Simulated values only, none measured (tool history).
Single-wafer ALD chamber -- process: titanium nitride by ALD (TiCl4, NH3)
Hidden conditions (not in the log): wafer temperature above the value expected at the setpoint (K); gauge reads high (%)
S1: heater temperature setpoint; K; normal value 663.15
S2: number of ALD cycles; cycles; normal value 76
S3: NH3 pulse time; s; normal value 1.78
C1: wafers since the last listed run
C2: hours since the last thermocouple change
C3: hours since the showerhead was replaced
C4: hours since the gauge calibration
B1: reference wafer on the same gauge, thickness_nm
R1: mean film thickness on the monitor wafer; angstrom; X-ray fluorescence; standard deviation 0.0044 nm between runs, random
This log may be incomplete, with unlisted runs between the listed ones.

Run 1, hour 0: usual settings; C1 0; C2 1554.4; C3 5630; C4 50.1; B1 1.76. Result: R1 17.59 angstrom.
Run 2, hour 54.9: usual settings; C1 209; C2 1609.3; C3 5684.9; C4 105; B1 1.761. Result: R1 17.47 angstrom.
Run 3, hour 117.1: usual settings; C1 237; C2 1671.5; C3 5747.1; C4 167.2; B1 1.76. Result: R1 17.56 angstrom.
Run 4, hour 157.2: usual settings; C1 152; C2 1711.6; C3 5787.2; C4 207.3; B1 1.76. Result: R1 17.61 angstrom.
Run 5, hour 222.8: usual settings; C1 250; C2 1777.2; C3 5852.8; C4 272.9; B1 1.76. Result: R1 17.59 angstrom.
Run 6, hour 288: usual settings; C1 248; C2 1842.4; C3 5918; C4 338.1; B1 1.76. Result: R1 17.54 angstrom.
Run 7, hour 336.6: usual settings; C1 185; C2 1891; C3 5966.6; C4 386.7; B1 1.76. Result: R1 17.57 angstrom.
Run 8, hour 393.9: usual settings; C1 218; C2 1948.3; C3 6023.9; C4 444; B1 1.759. Result: R1 17.58 angstrom.
Run 9, hour 434.7: usual settings; C1 155; C2 1989.1; C3 6064.7; C4 484.8; B1 1.76. Result: R1 17.57 angstrom.
Run 10, hour 495.5: usual settings but S2 68 cycles; C1 231; C2 2049.9; C3 6125.5; C4 545.6; B1 1.76. Result: R1 15.65 angstrom.
At hour 543.5: thermocouple changed; heater temperature recalibrated.
Run 11, hour 550.4: usual settings but S2 68 cycles; C1 178; C2 6.9; C3 6180.4; C4 600.5; B1 1.76. Result: R1 15.73 angstrom.
Run 12, hour 575.6: usual settings; C1 96; C2 32.1; C3 6205.6; C4 625.7; B1 1.76. Result: R1 17.62 angstrom.
Run 13, hour 607.6: usual settings; C1 122; C2 64.1; C3 6237.6; C4 657.7; B1 1.76. Result: R1 17.54 angstrom.
Run 14, hour 667.4: usual settings; C1 228; C2 123.9; C3 6297.4; C4 717.5; B1 1.76. Result: R1 17.62 angstrom.
Run 15, hour 706.4: usual settings but S1 655.15 K, S3 1.37 s; C1 148; C2 162.9; C3 6336.4; C4 756.5; B1 1.76. Result: R1 17.1 angstrom.
At hour 745.5: showerhead replaced.
Run 16, hour 759.6: usual settings but S1 655.15 K, S3 1.37 s; C1 172; C2 216.1; C3 14.1; C4 809.7; B1 1.759. Result: R1 17.13 angstrom.
Run 17, hour 827.7: usual settings but S2 66 cycles; C1 259; C2 284.2; C3 82.2; C4 877.8; B1 1.76. Result: R1 15.3 angstrom.
Run 18, hour 869.1: usual settings but S2 66 cycles; C1 157; C2 325.6; C3 123.6; C4 919.2; B1 1.76. Result: R1 15.23 angstrom.
Run 19, hour 916.8: usual settings but S2 64 cycles, S3 1.38 s; C1 181; C2 373.3; C3 171.3; C4 966.9; B1 1.76. Result: R1 14.55 angstrom.
Run 20, hour 966.4: usual settings; C1 189; C2 422.9; C3 220.9; C4 1016.5; B1 1.76. Result: R1 17.59 angstrom.
Run 21, hour 1021: usual settings; C1 208; C2 477.5; C3 275.5; C4 1071.1; B1 1.76. Result: R1 17.56 angstrom.
Run 22, hour 1078.1: usual settings; C1 217; C2 534.6; C3 332.6; C4 1128.2; B1 1.76. Result: R1 17.58 angstrom.
Run 23, hour 1104.8: usual settings but S1 673.15 K, S2 88 cycles; C1 101; C2 561.3; C3 359.3; C4 1154.9; B1 1.76. Result: R1 20.61 angstrom.
At hour 1115.9: gauge calibrated.
Run 24, hour 1152.1: usual settings but S1 648.15 K, S3 2.46 s; C1 180; C2 608.6; C3 406.6; C4 36.2; B1 1.759. Result: R1 17.59 angstrom.
Run 25, hour 1185.7: usual settings; C1 128; C2 642.2; C3 440.2; C4 69.8; B1 1.761. Result: R1 17.68 angstrom.
Run 26, hour 1238.2: usual settings but S2 62 cycles; C1 200; C2 694.7; C3 492.7; C4 122.3; B1 1.76. Result: R1 14.39 angstrom.
Run 27, hour 1290.2: usual settings but S2 68 cycles; C1 198; C2 746.7; C3 544.7; C4 174.3; B1 1.761. Result: R1 15.72 angstrom.
Run 28, hour 1330.3: usual settings but S1 672.15 K; C1 152; C2 786.8; C3 584.8; C4 214.4; B1 1.76. Result: R1 17.77 angstrom.
Run 29, hour 1371.6: usual settings but S2 66 cycles, S3 1.4 s; C1 157; C2 828.1; C3 626.1; C4 255.7; B1 1.76. Result: R1 15.12 angstrom.
Run 30, hour 1408.6: usual settings but S1 669.15 K, S2 70 cycles, S3 1.57 s; C1 141; C2 865.1; C3 663.1; C4 292.7; B1 1.761. Result: R1 16.25 angstrom.
Run 31, hour 1460: usual settings but S1 668.15 K, S2 82 cycles, S3 2.42 s; C1 196; C2 916.5; C3 714.5; C4 344.1; B1 1.76. Result: R1 19.24 angstrom.
Run 32, hour 1489.1: usual settings; C1 111; C2 945.6; C3 743.6; C4 373.2; B1 1.759. Result: R1 17.6 angstrom.
Run 33, hour 1535.9: usual settings but S1 674.15 K, S3 2.02 s; C1 178; C2 992.4; C3 790.4; C4 420; B1 1.759. Result: R1 17.86 angstrom.
Run 34, hour 1595.9: usual settings but S2 61 cycles; C1 228; C2 1052.4; C3 850.4; C4 480; B1 1.761. Result: R1 14.11 angstrom.
Run 35, hour 1635.2: usual settings but S3 2.11 s; C1 149; C2 1091.7; C3 889.7; C4 519.3; B1 1.76. Result: R1 17.67 angstrom.
Run 36, hour 1674.4: usual settings; C1 149; C2 1130.9; C3 928.9; C4 558.5; B1 1.76. Result: R1 17.51 angstrom.

Entry by entry between the runs, the difference in hidden state between the last listed run before and the first listed run after:
Between runs 10 and 11: thermocouple changed; heater temperature recalibrated (hour 543.5)
  no hidden state differs between the two runs
Between runs 15 and 16: showerhead replaced (hour 745.5)
  no hidden state differs between the two runs
Between runs 23 and 24: gauge calibrated (hour 1115.9)
  no hidden state differs between the two runs
